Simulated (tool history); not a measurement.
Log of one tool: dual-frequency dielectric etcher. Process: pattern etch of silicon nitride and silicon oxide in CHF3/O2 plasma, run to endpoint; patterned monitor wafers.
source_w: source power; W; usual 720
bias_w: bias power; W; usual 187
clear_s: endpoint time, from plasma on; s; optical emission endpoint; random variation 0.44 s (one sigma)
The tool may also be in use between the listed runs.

run,day,source_w,bias_w,wafers since the last listed run,hours since the last wet clean,hours since the last source power generator calibration,hours since the last bias power generator calibration,hours since the last upper electrode change,"incoming incoming film thickness, nm",clear_s
1,0,650,187,0,159.3,341.7,2593.6,3357.6,222.3,152.6
2,3.717,720,187,682,248.5,430.9,2682.8,3446.8,219.2,145.7
# day 6.496: bias power generator calibrated
3,10.067,800,187,1135,400.9,583.3,85.7,3599.2,220.4,143
4,12.45,800,187,437,458.1,640.5,142.9,3656.4,220.8,143.9
5,16.617,800,187,765,558.1,740.5,242.9,3756.4,221.2,144.9
6,19.054,720,187,447,616.6,799,301.4,3814.9,219.1,147.4
7,22.954,720,172,716,710.2,892.6,395,3908.5,217.4,150.8
8,24.812,720,172,341,754.8,937.2,439.6,3953.1,221.5,153.2
# day 26.629: wet clean of the chamber
9,28.1,770,187,420,35.3,1016.1,518.5,4032,223.3,144.3
10,31.729,720,205,666,122.4,1103.2,605.6,4119.1,220.6,142
11,35.083,720,187,616,202.9,1183.7,686.1,4199.6,221,145.1
12,39.367,840,170,786,305.7,1286.5,788.9,4302.4,218.6,142.7
13,41.325,810,163,359,352.7,1333.5,835.9,4349.4,218.7,146.1
14,43.479,820,216,395,404.4,1385.2,887.6,4401.1,222.4,137.3
15,45.717,720,187,411,458.1,1438.9,941.3,4454.8,219.9,146
16,48.158,720,187,448,516.7,1497.5,999.9,4513.4,222.7,148.9
17,53.05,720,187,898,634.1,1614.9,1117.3,4630.8,220.6,148.2
# day 56.204: upper electrode replaced
18,56.646,720,187,476,720.4,1701.2,1203.6,10.6,219.9,148.4
# day 57.562: source power generator calibrated
# day 58.838: wet clean of the chamber
19,59.958,720,204,394,26.9,57.5,1283.1,90.1,222.1,143.1
20,61.65,830,214,310,67.5,98.1,1323.7,130.7,221.2,135.6
21,63.471,720,207,334,111.2,141.8,1367.4,174.4,221,141.6
22,66.496,670,164,555,183.8,214.4,1440,247,220.1,152.8
23,78.996,610,172,2296,483.8,514.4,1740,547,220.2,156
24,86.562,720,187,1390,665.4,696,1921.6,728.6,221.8,149.4
# day 88.525: wet clean of the chamber
25,94.242,900,155,1227,137.2,880.3,2105.9,912.9,219.8,143.8
26,96.312,810,214,380,186.9,930,2155.6,962.6,221.2,136.8
27,99,720,233,493,251.4,994.5,2220.1,1027.1,220.6,137.4
28,100.829,650,216,336,295.3,1038.4,2264,1071,222.4,146
29,102.458,720,166,299,334.4,1077.5,2303.1,1110.1,220.5,151.3
30,104.221,720,159,323,376.7,1119.8,2345.4,1152.4,219.9,152.5
31,108.717,650,168,825,484.6,1227.7,2453.3,1260.3,219,154.2
32,111.475,660,187,506,550.8,1293.9,2519.5,1326.5,221.3,151.6
33,113.812,720,187,429,606.9,1350,2575.6,1382.6,220.8,147.8
34,115.746,720,187,355,653.3,1396.4,2622,1429,222.7,149.2
# day 117.646: wet clean of the chamber
35,120.175,850,200,629,60.7,1502.7,2728.3,1535.3,220.5,135.2

4 ways to go on from here, each from the tool as it stands after run 35. What would each give?
A,120.196,720,187,3,61.2,1503.2,2728.8,1535.8,219.1,?
B,120.196,840,173,3,61.2,1503.2,2728.8,1535.8,219.1,?
C,120.196,650,213,3,61.2,1503.2,2728.8,1535.8,219.1,?
D,120.196,650,212,3,61.2,1503.2,2728.8,1535.8,219.1,?

run,clear_s
A,144.4
B,141.7
C,142.8
D,142.9
Without the tool's hidden state the same runs would have given:
run,clear_s
A,145.9
B,143.2
C,144.3
D,144.5

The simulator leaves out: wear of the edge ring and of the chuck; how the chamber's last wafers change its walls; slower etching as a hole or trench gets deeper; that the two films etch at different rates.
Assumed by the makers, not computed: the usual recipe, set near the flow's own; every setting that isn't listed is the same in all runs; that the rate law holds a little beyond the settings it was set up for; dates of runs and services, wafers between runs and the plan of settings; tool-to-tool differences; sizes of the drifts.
